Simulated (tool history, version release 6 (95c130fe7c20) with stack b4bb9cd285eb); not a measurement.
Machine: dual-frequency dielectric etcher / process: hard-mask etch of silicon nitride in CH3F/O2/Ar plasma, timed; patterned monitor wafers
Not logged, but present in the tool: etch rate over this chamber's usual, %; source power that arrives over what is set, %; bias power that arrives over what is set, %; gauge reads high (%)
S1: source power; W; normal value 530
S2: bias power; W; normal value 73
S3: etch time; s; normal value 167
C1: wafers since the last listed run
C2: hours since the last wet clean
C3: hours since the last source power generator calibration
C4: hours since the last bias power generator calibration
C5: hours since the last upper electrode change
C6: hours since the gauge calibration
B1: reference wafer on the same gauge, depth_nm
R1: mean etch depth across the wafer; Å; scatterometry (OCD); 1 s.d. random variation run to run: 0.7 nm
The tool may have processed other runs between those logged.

| run | hour | S1 | S2 | S3 | C1 | C2 | C3 | C4 | C5 | C6 | B1 | R1 |
|---|---|---|---|---|---|---|---|---|---|---|---|---|
| 1 | 0 | 570 | 73 | 167 | 0 | 593.1 | 706 | 1188.9 | 3014.6 | 1262.4 | 104 | 1353 |
|  | 48.6 | wet clean of the chamber |
|  | 50.3 | gauge calibrated |
| 2 | 86.3 | 530 | 73 | 167 | 447 | 37.7 | 792.3 | 1275.2 | 3100.9 | 36 | 103.8 | 1258 |
| 3 | 188.4 | 530 | 73 | 167 | 733 | 139.8 | 894.4 | 1377.3 | 3203 | 138.1 | 104.3 | 1247 |
| 4 | 257.6 | 530 | 68 | 167 | 497 | 209 | 963.6 | 1446.5 | 3272.2 | 207.3 | 103.9 | 1217 |
| 5 | 304.9 | 530 | 68 | 167 | 339 | 256.3 | 1010.9 | 1493.8 | 3319.5 | 254.6 | 104 | 1233 |
| 6 | 409.5 | 530 | 68 | 167 | 751 | 360.9 | 1115.5 | 1598.4 | 3424.1 | 359.2 | 103.9 | 1226 |
| 7 | 464 | 530 | 73 | 167 | 391 | 415.4 | 1170 | 1652.9 | 3478.6 | 413.7 | 103.8 | 1287 |
| 8 | 525.1 | 530 | 73 | 167 | 438 | 476.5 | 1231.1 | 1714 | 3539.7 | 474.8 | 104.1 | 1295 |
| 9 | 568.6 | 530 | 73 | 167 | 312 | 520 | 1274.6 | 1757.5 | 3583.2 | 518.3 | 103.9 | 1301 |
| 10 | 664.6 | 560 | 61 | 167 | 689 | 616 | 1370.6 | 1853.5 | 3679.2 | 614.3 | 104.4 | 1224 |
|  | 750 | wet clean of the chamber |
| 11 | 750.5 | 560 | 61 | 167 | 444 | 0.5 | 1456.5 | 1939.4 | 3765.1 | 700.2 | 103.9 | 1172 |
| 12 | 801.1 | 620 | 59 | 144 | 363 | 51.1 | 1507.1 | 1990 | 3815.7 | 750.8 | 104.2 | 1021 |
|  | 967.3 | upper electrode replaced |
| 13 | 1009.6 | 450 | 55 | 216 | 1325 | 259.6 | 1715.6 | 2198.5 | 42.3 | 959.3 | 104.2 | 1373 |
|  | 1079.1 | bias power generator calibrated |
| 14 | 1091 | 530 | 73 | 167 | 555 | 341 | 1797 | 11.9 | 123.7 | 1040.7 | 104 | 1292 |
|  | 1117.7 | gauge calibrated |
| 15 | 1181.5 | 530 | 73 | 167 | 649 | 431.5 | 1887.5 | 102.4 | 214.2 | 63.8 | 104.1 | 1301 |
|  | 1206 | source power generator calibrated |
| 16 | 1273.3 | 530 | 73 | 167 | 630 | 523.3 | 67.3 | 194.2 | 306 | 155.6 | 104 | 1302 |
|  | 1355 | wet clean of the chamber |
| 17 | 1355.5 | 530 | 73 | 167 | 418 | 0.5 | 149.5 | 276.4 | 388.2 | 237.8 | 104 | 1257 |
| 18 | 1422.6 | 470 | 62 | 205.5 | 481 | 67.6 | 216.6 | 343.5 | 455.3 | 304.9 | 103.9 | 1366 |
| 19 | 1510.2 | 590 | 73 | 188 | 629 | 155.2 | 304.2 | 431.1 | 542.9 | 392.5 | 104 | 1481 |
| 20 | 1593.6 | 530 | 83 | 211.5 | 599 | 238.6 | 387.6 | 514.5 | 626.3 | 475.9 | 104.1 | 1726 |
| 21 | 1699 | 430 | 73 | 167 | 757 | 344 | 493 | 619.9 | 731.7 | 581.3 | 104 | 1212 |
| 22 | 1758.6 | 570 | 73 | 180.5 | 428 | 403.6 | 552.6 | 679.5 | 791.3 | 640.9 | 104 | 1448 |

Predict each of these 3 candidate next runs independently; none follows another, all start after run 22:
| A | 1759.1 | 530 | 73 | 167 | 3 | 404.1 | 553.1 | 680 | 791.8 | 641.4 | ? | ? |
| B | 1759.1 | 410 | 62 | 195.5 | 3 | 404.1 | 553.1 | 680 | 791.8 | 641.4 | ? | ? |
| C | 1759.1 | 580 | 62 | 195 | 3 | 404.1 | 553.1 | 680 | 791.8 | 641.4 | ? | ? |

| run | B1 | R1 |
|---|---|---|
| A | 104 | 1299 |
| B | 104 | 1288 |
| C | 104 | 1438 |
Stripped of hidden state, with their random variation kept, the same runs would have yielded:
| run | R1 |
|---|---|
| A | 1247 |
| B | 1237 |
| C | 1381 |
